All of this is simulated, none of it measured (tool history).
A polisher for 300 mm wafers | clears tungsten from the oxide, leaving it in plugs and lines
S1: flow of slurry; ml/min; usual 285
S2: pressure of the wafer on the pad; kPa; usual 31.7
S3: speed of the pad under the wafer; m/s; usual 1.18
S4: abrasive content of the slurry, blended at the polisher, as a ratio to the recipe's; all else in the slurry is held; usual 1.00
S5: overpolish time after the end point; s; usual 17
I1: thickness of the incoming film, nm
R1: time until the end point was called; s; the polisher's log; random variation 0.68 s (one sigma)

run,hour,S1,S2,S3,S4,S5,I1,R1
1,0.0,285,31.7,1.18,1.00,17,596.0,83.6
# hour 11.1: slurry blender recalibrated
# hour 59.8: worn pad replaced by a new one
2,60.3,285,31.7,1.18,1.00,17,584.2,83.4
3,124.4,285,31.7,1.18,1.00,17,598.3,86.5
# hour 128.1: slurry tank refilled with fresh slurry and peroxide
4,150.9,230,31.7,1.18,1.00,17,577.6,84.2
5,178.2,230,31.7,1.18,1.00,17,581.5,86.9
# hour 227.1: worn pad replaced by a new one
6,227.6,285,31.7,1.18,1.00,17,591.4,85.6
7,276.3,285,31.7,1.18,1.00,17,578.6,84.2
# hour 291.4: slurry blender recalibrated
# hour 292.6: slurry tank refilled with fresh slurry and peroxide
8,308.7,285,31.7,1.02,1.00,17,592.0,100.0
9,338.8,285,31.7,1.02,1.00,17,589.7,99.4
10,387.0,285,31.7,1.18,1.00,17,594.4,88.5
# hour 417.5: worn pad replaced by a new one
# hour 443.2: slurry tank refilled with fresh slurry and peroxide
11,508.8,195,24.1,1.18,0.80,13,594.1,128.7
# hour 539.5: slurry nozzle cleaned
# hour 546.2: head pressure recalibrated
12,550.6,210,24.8,1.34,1.25,17,580.8,83.5
# hour 590.5: slurry blender recalibrated
# hour 603.8: worn pad replaced by a new one
13,604.7,345,31.7,1.18,1.00,23,592.8,75.6
# hour 609.3: slurry tank refilled with fresh slurry and peroxide
14,638.5,370,24.8,1.42,1.00,7,596.4,81.5
15,680.8,285,31.7,1.18,1.00,8,586.5,76.5
16,725.6,285,35.2,1.06,1.00,17,588.7,77.7
# hour 767.1: worn pad replaced by a new one
# hour 771.5: slurry tank refilled with fresh slurry and peroxide
17,790.9,310,31.7,1.34,1.30,17,592.4,66.4
18,848.2,285,31.7,1.18,1.00,17,598.9,79.5

3 ways to go on from here, each from the tool as it stands after run 18. What would each give?
A,848.7,285,31.7,1.18,1.00,17,588.1,?
B,848.7,285,27.6,1.18,1.20,25,588.1,?
C,848.7,285,31.7,1.18,1.00,10,588.1,?

run,R1
A,79.4
B,88.8
C,79.4
Without the tool's hidden state the same runs would have given:
run,R1
A,76.4
B,85.4
C,76.4
